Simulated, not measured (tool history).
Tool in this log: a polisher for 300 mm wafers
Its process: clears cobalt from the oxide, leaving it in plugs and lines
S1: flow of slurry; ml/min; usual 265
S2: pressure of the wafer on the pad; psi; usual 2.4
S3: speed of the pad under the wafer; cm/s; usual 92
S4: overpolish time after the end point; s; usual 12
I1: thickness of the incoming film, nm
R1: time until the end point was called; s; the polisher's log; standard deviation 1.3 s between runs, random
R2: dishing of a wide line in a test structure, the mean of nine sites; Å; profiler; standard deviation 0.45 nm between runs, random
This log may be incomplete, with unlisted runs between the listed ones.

run   hour   S1   S2   S3  S4     I1    R1   R2
  1      0  265  2.4   92   7  362.4  66.8  251
  2   72.1  265  2.4   92   7  366.1  67.1  266
      81.3  -- slurry nozzle cleaned
     169.2  -- worn pad replaced by a new one
  3  178.8  265  2.4   92   7    371  64.9  269
  4    230  300  2.4  106  12  367.8  56.4  369
  5  302.6  265  2.4   92  12  372.6  65.7  348
  6  346.2  265  2.4   92  12  372.6  63.5  362
     368.2  -- worn pad replaced by a new one
  7  412.4  265  2.4   92  12    371  63.2  359
       464  -- head pressure recalibrated
  8  495.1  265  2.4   82  12  375.2  73.7  332
       521  -- slurry nozzle cleaned
  9  549.6  300  2.7  108  12  365.8  52.7  378
     557.5  -- worn pad replaced by a new one
 10  651.8  265  2.4   82  12  375.1    73  344
 11  712.2  265  2.4   82  18  376.7  73.1  396
     743.2  -- worn pad replaced by a new one
 12  807.4  265  2.4   92  12  363.4  63.6  354
     880.3  -- slurry nozzle cleaned
 13  885.3  225  2.4  110  12  364.2  55.2  377
     893.7  -- head pressure recalibrated
     943.2  -- worn pad replaced by a new one
 14  981.9  310  3.1  118  16    369  42.9  427

What was the tool's hidden state at every run in the log?
removal rate lost through wear of the pad, %: 0 at every run
slurry flow missing at the pad, %: 0 at every run
H1: deviation of the head's pressure from its setpoint, %
run    H1
  1  2.31
  2  6.66
  3  10.1
  4  11.1
  5    12
  6  12.3
  7  12.7
  8  3.14
  9  6.36
 10   9.9
 11  11.1
 12  12.2
 13  12.6
 14  4.88
